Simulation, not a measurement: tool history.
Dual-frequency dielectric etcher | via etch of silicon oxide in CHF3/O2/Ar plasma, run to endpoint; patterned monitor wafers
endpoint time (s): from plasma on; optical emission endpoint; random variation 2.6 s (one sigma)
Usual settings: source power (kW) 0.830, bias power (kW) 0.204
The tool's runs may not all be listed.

run    hour  source power (kW)  bias power (kW)  wafers since the last listed run  hours since the last wet clean  hours since the last source power generator calibration  hours since the last bias power generator calibration  hours since the last upper electrode change  incoming incoming film thickness, nm  endpoint time (s)
  1     0.0              0.970            0.204                                 0                           586.2                                                   4130.8                                                 3093.3                                       2758.4                                 769.2              333.2
  2    68.8              0.990            0.216                               412                           655.0                                                   4199.6                                                 3162.1                                       2827.2                                 773.7              327.2
      124.1  -- wet clean of the chamber
  3   254.0              0.990            0.216                               967                           129.9                                                   4384.8                                                 3347.3                                       3012.4                                 769.8              313.5
  4   323.2              0.830            0.170                               415                           199.1                                                   4454.0                                                 3416.5                                       3081.6                                 772.5              362.6
  5   414.1              0.830            0.170                               545                           290.0                                                   4544.9                                                 3507.4                                       3172.5                                 768.7              366.7
  6   520.0              0.830            0.170                               635                           395.9                                                   4650.8                                                 3613.3                                       3278.4                                 777.3              370.1
  7   603.5              0.830            0.204                               500                           479.4                                                   4734.3                                                 3696.8                                       3361.9                                 767.5              350.0
      630.7  -- source power generator calibrated
  8   645.3              0.830            0.204                               226                           521.2                                                     14.6                                                 3738.6                                       3403.7                                 777.4              357.8
  9   747.4              0.830            0.204                               612                           623.3                                                    116.7                                                 3840.7                                       3505.8                                 770.4              351.7
      815.9  -- wet clean of the chamber
 10   816.4              0.830            0.204                               269                             0.5                                                    185.7                                                 3909.7                                       3574.8                                 772.0              343.6
 11   896.5              0.880            0.204                               480                            80.6                                                    265.8                                                 3989.8                                       3654.9                                 768.2              335.6
 12   978.0              0.880            0.204                               488                           162.1                                                    347.3                                                 4071.3                                       3736.4                                 775.2              344.3
      996.8  -- bias power generator calibrated
 13  1057.3              0.830            0.204                               451                           241.4                                                    426.6                                                   60.5                                       3815.7                                 772.0              352.3
 14  1125.1              0.900            0.228                               406                           309.2                                                    494.4                                                  128.3                                       3883.5                                 771.9              327.3
 15  1170.4              0.910            0.245                               271                           354.5                                                    539.7                                                  173.6                                       3928.8                                 767.5              312.0
 16  1218.8              0.980            0.155                               290                           402.9                                                    588.1                                                  222.0                                       3977.2                                 770.3              353.9
 17  1260.6              0.770            0.172                               250                           444.7                                                    629.9                                                  263.8                                       4019.0                                 772.8              383.7
 18  1331.5              0.970            0.204                               425                           515.6                                                    700.8                                                  334.7                                       4089.9                                 779.4              336.8
 19  1390.8              0.900            0.223                               355                           574.9                                                    760.1                                                  394.0                                       4149.2                                 768.8              330.3
 20  1434.5              0.920            0.179                               262                           618.6                                                    803.8                                                  437.7                                       4192.9                                 764.4              355.5
     1544.2  -- wet clean of the chamber
 21  1544.7              0.830            0.164                               517                             0.5                                                    914.0                                                  547.9                                       4303.1                                 785.0              379.6
 22  1615.2              0.770            0.160                               422                            71.0                                                    984.5                                                  618.4                                       4373.6                                 777.7              385.2
 23  1689.0              0.910            0.245                               442                           144.8                                                   1058.3                                                  692.2                                       4447.4                                 769.5              313.7
 24  1748.9              0.970            0.221                               359                           204.7                                                   1118.2                                                  752.1                                       4507.3                                 774.2              318.2
 25  1799.8              0.930            0.191                               305                           255.6                                                   1169.1                                                  803.0                                       4558.2                                 771.2              339.1
 26  1842.4              0.830            0.204                               255                           298.2                                                   1211.7                                                  845.6                                       4600.8                                 765.6              343.7
     1875.0  -- upper electrode replaced
 27  1941.9              0.830            0.204                               452                           397.7                                                   1311.2                                                  945.1                                         66.9                                 765.1              346.4
 28  1991.1              0.740            0.182                               295                           446.9                                                   1360.4                                                  994.3                                        116.1                                 776.2              381.5
 29  2070.4              0.650            0.204                               475                           526.2                                                   1439.7                                                 1073.6                                        195.4                                 775.6              396.3
     2189.3  -- wet clean of the chamber
 30  2189.8              0.830            0.204                               572                             0.5                                                   1559.1                                                 1193.0                                        314.8                                 779.3              343.9
 31  2261.2              0.740            0.166                               428                            71.9                                                   1630.5                                                 1264.4                                        386.2                                 767.7              381.2
 32  2335.6              1.000            0.244                               446                           146.3                                                   1704.9                                                 1338.8                                        460.6                                 765.0              299.8
 33  2402.9              0.830            0.204                               403                           213.6                                                   1772.2                                                 1406.1                                        527.9                                 772.4              350.4
 34  2448.6              0.980            0.204                               274                           259.3                                                   1817.9                                                 1451.8                                        573.6                                 774.7              322.8
 35  2554.2              0.650            0.161                               633                           364.9                                                   1923.5                                                 1557.4                                        679.2                                 778.4              422.7
 36  2631.5              0.770            0.235                               463                           442.2                                                   2000.8                                                 1634.7                                        756.5                                 769.3              347.4

3 ways to go on from here, each from the tool as it stands after run 36. What would each give?
  A  2632.0              0.830            0.187                                 2                           442.7                                                   2001.3                                                 1635.2                                        757.0                                 776.2                  ?
  B  2632.0              1.020            0.248                                 2                           442.7                                                   2001.3                                                 1635.2                                        757.0                                 776.2                  ?
  C  2632.0              0.620            0.177                                 2                           442.7                                                   2001.3                                                 1635.2                                        757.0                                 776.2                  ?

run  endpoint time (s)
  A              364.8
  B              306.0
  C              418.9
Without the tool's hidden state the same runs would have given:
run  endpoint time (s)
  A              356.7
  B              299.3
  C              409.6

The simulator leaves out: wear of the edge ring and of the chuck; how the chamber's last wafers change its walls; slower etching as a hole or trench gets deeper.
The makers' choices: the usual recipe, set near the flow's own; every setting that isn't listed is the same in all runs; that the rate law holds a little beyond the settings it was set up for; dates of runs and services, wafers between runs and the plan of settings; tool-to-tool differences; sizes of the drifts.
